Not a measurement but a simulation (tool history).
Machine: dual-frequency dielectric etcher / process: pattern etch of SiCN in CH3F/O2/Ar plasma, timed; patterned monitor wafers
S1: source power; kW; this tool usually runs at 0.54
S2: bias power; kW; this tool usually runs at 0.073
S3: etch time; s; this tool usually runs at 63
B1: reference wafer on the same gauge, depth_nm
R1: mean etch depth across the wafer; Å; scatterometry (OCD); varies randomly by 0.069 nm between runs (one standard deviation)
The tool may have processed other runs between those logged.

Run 1, day 0: usual settings but S3 69 s; B1 25.21. Result: R1 293.2 Å.
Run 2, day 2.408: usual settings but S3 69 s; B1 25.22. Result: R1 294.1 Å.
At day 3.712: wet clean of the chamber.
Run 3, day 3.733: usual settings; B1 25.18. Result: R1 275.1 Å.
Run 4, day 4.783: usual settings; B1 25.21. Result: R1 275.2 Å.
Run 5, day 7.383: usual settings; B1 25.2. Result: R1 274.1 Å.
Run 6, day 10.008: usual settings; B1 25.2. Result: R1 272.5 Å.
At day 11.208: gauge calibrated.
Run 7, day 12.908: usual settings; B1 25.21. Result: R1 271.2 Å.
At day 14.221: bias power generator calibrated.
At day 15.996: upper electrode replaced.
Run 8, day 16.017: usual settings; B1 25.19. Result: R1 270.2 Å.
Run 9, day 17.833: usual settings but S1 0.42 kW, S3 54 s; B1 25.19. Result: R1 209.1 Å.
At day 20.121: wet clean of the chamber.
At day 22.067: source power generator calibrated.
Run 10, day 22.088: usual settings; B1 25.19. Result: R1 273 Å.
Run 11, day 24.004: usual settings but S2 0.065 kW; B1 25.2. Result: R1 255.4 Å.
Run 12, day 25.6: usual settings but S1 0.63 kW, S2 0.061 kW, S3 55 s; B1 25.21. Result: R1 227.4 Å.
Run 13, day 27.154: usual settings but S1 0.44 kW, S2 0.085 kW, S3 54.5 s; B1 25.21. Result: R1 235.4 Å.
Run 14, day 29.762: usual settings but S3 74.5 s; B1 25.19. Result: R1 318.5 Å.
Run 15, day 30.929: usual settings but S1 0.67 kW, S2 0.085 kW, S3 46.5 s; B1 25.19. Result: R1 233.3 Å.
Run 16, day 32.971: usual settings but S3 74.5 s; B1 25.2. Result: R1 317.7 Å.
At day 34.717: gauge calibrated.
At day 35.771: wet clean of the chamber.
Run 17, day 35.792: usual settings but S1 0.5 kW, S2 0.059 kW, S3 81.5 s; B1 25.19. Result: R1 303.8 Å.

Predict each of these 5 candidate next runs independently; none follows another, all start after run 17:
Run A, day 35.808: usual settings but S1 0.59 kW; B1 ?. Result: R1 ?.
Run B, day 35.808: usual settings but S1 0.6 kW, S2 0.067 kW, S3 71 s; B1 ?. Result: R1 ?.
Run C, day 35.808: usual settings but S3 77 s; B1 ?. Result: R1 ?.
Run D, day 35.808: usual settings but S1 0.49 kW; B1 ?. Result: R1 ?.
Run E, day 35.808: usual settings but S1 0.67 kW, S2 0.087 kW; B1 ?. Result: R1 ?.

run     B1     R1
  A  25.21  284.6
  B  25.21  307.7
  C  25.21  336.3
  D  25.21  265.1
  E  25.21  328.2
Stripped of hidden state, with their random variation kept, the same runs would have yielded:
run     R1
  A  283.9
  B    307
  C  335.5
  D  264.5
  E  327.4
